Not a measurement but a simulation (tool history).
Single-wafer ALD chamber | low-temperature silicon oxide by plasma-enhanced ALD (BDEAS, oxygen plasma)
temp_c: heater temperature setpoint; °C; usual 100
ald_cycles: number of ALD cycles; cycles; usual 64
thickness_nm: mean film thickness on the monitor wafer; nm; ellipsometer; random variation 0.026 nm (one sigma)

| run | hour | temp_c | ald_cycles | wafers since the last listed run | hours since the last thermocouple change | hours since the gauge calibration | read-back reference wafer on the same gauge, thickness_nm | thickness_nm |
|---|---|---|---|---|---|---|---|---|
| 1 | 0 | 100 | 64 | 0 | 1638.9 | 224.7 | 7.017 | 8.897 |
| 2 | 54.2 | 100 | 64 | 329 | 1693.1 | 278.9 | 7.021 | 8.892 |
| 3 | 115.1 | 105 | 64 | 369 | 1754 | 339.8 | 7.021 | 8.735 |
| 4 | 168.2 | 105 | 64 | 322 | 1807.1 | 392.9 | 7.018 | 8.808 |
| 5 | 236.1 | 105 | 64 | 412 | 1875 | 460.8 | 7.023 | 8.751 |
| 6 | 281.4 | 100 | 68 | 275 | 1920.3 | 506.1 | 7.019 | 9.457 |
| 7 | 349.2 | 100 | 64 | 411 | 1988.1 | 573.9 | 7.021 | 8.954 |
| 8 | 385 | 100 | 57 | 217 | 2023.9 | 609.7 | 7.021 | 7.941 |
| 9 | 455.6 | 100 | 57 | 428 | 2094.5 | 680.3 | 7.02 | 7.966 |
| 10 | 503.7 | 100 | 57 | 292 | 2142.6 | 728.4 | 7.018 | 7.99 |
|  | 525.8 | thermocouple changed; heater temperature recalibrated |
| 11 | 534 | 100 | 64 | 135 | 8.2 | 758.7 | 7.019 | 8.733 |
| 12 | 576.1 | 100 | 64 | 255 | 50.3 | 800.8 | 7.022 | 8.761 |
| 13 | 637.4 | 100 | 64 | 372 | 111.6 | 862.1 | 7.019 | 8.766 |
|  | 661.1 | gauge calibrated |
| 14 | 697.2 | 110 | 70 | 363 | 171.4 | 36.1 | 7.022 | 9.423 |
| 15 | 740.4 | 90 | 52 | 262 | 214.6 | 79.3 | 7.02 | 7.345 |
| 16 | 776.8 | 100 | 64 | 221 | 251 | 115.7 | 7.023 | 8.742 |
| 17 | 973.2 | 111 | 58 | 1192 | 447.4 | 312.1 | 7.015 | 7.77 |
| 18 | 1016.2 | 96 | 70 | 261 | 490.4 | 355.1 | 7.016 | 9.706 |
| 19 | 1082.4 | 113 | 64 | 402 | 556.6 | 421.3 | 7.017 | 8.54 |
| 20 | 1144.5 | 92 | 59 | 377 | 618.7 | 483.4 | 7.021 | 8.28 |
| 21 | 1178.2 | 87 | 53 | 204 | 652.4 | 517.1 | 7.018 | 7.593 |
| 22 | 1227.9 | 100 | 75 | 301 | 702.1 | 566.8 | 7.015 | 10.298 |
| 23 | 1290.7 | 93 | 68 | 381 | 764.9 | 629.6 | 7.025 | 9.579 |
| 24 | 1320.9 | 111 | 58 | 183 | 795.1 | 659.8 | 7.016 | 7.812 |
| 25 | 1386 | 90 | 61 | 395 | 860.2 | 724.9 | 7.024 | 8.63 |
| 26 | 1446.9 | 111 | 58 | 369 | 921.1 | 785.8 | 7.018 | 7.851 |

5 ways to go on from here, each from the tool as it stands after run 26. What would each give?
| A | 1447.4 | 94 | 64 | 3 | 921.6 | 786.3 | ? | ? |
| B | 1447.4 | 104 | 74 | 3 | 921.6 | 786.3 | ? | ? |
| C | 1447.4 | 104 | 59 | 3 | 921.6 | 786.3 | ? | ? |
| D | 1447.4 | 89 | 60 | 3 | 921.6 | 786.3 | ? | ? |
| E | 1447.4 | 109 | 60 | 3 | 921.6 | 786.3 | ? | ? |

| run | read-back reference wafer on the same gauge, thickness_nm | thickness_nm |
|---|---|---|
| A | 7.019 | 8.961 |
| B | 7.019 | 10.047 |
| C | 7.019 | 8.01 |
| D | 7.019 | 8.548 |
| E | 7.019 | 8.073 |
Without the tool's hidden state the same runs would have given:
| run | thickness_nm |
|---|---|
| A | 8.92 |
| B | 10.024 |
| C | 7.992 |
| D | 8.51 |
| E | 8.054 |

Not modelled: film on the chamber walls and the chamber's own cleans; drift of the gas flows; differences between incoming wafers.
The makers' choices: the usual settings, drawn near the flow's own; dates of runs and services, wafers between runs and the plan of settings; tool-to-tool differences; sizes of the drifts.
